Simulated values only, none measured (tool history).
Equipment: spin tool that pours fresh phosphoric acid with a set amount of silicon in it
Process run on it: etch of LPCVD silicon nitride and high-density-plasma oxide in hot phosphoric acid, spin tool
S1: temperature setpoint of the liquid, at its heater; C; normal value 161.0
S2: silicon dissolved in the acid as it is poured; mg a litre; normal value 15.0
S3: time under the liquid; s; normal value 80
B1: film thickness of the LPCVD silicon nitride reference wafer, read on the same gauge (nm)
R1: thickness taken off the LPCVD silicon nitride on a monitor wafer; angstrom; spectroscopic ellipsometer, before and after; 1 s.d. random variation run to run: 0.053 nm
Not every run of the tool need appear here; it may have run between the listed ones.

run    hour     S1    S2   S3      B1    R1
  1     0.0  161.0  15.0   80  140.00  61.5
  2   222.7  161.0  15.0   80  140.01  62.2
  3   282.3  161.0  15.0   80  140.01  60.7
  4   333.5  161.0  15.0   80  140.00  59.1
  5   433.7  161.0  15.0   80  140.01  59.2
      469.3  -- gauge calibrated
  6   514.1  159.5  10.5   80  140.01  55.4
  7   591.4  162.5  15.0   80  140.03  61.7
  8   696.2  158.5   9.5   45  139.99  29.7
      771.7  -- thermometer replaced
  9   799.3  161.0  15.0   80  140.01  63.7
 10   843.1  161.0  15.0  115  139.99  90.7
 11   890.3  159.5  12.0   95  140.01  70.1
 12   979.2  163.0  15.0   45  139.97  37.5
      997.1  -- heated supply line repaired
     1006.7  -- dissolved silicon flow meter replaced
 13  1076.7  161.0  15.0   80  139.98  61.8
 14  1117.1  158.5   9.5   45  139.98  31.7
 15  1182.5  158.5  15.0   80  139.99  55.8
 16  1221.0  158.5  19.0   80  139.99  55.7
 17  1312.4  161.0  20.5   80  140.01  60.6
 18  1378.5  160.0  15.0   60  140.02  43.6
 19  1485.8  161.0  23.0   45  140.01  33.1
     1524.4  -- thermometer replaced
 20  1634.5  163.0  18.5   80  140.00  66.7
 21  1675.4  162.0  15.0  115  140.00  92.1
 22  1758.9  161.0   9.0   80  140.02  62.0

Below are 3 alternative next runs, each starting from the tool's condition after run 22. Predict each:
  A  1759.3  161.0  15.0   80   ?   ?
  B  1759.3  160.0  15.0   80   ?   ?
  C  1759.3  163.5  15.0  120   ?   ?

run      B1     R1
  A  140.01   62.0
  B  140.01   60.0
  C  140.01  101.2
Had the tool no hidden state, the same runs would have come out as:
run     R1
  A   64.5
  B   62.3
  C  105.1
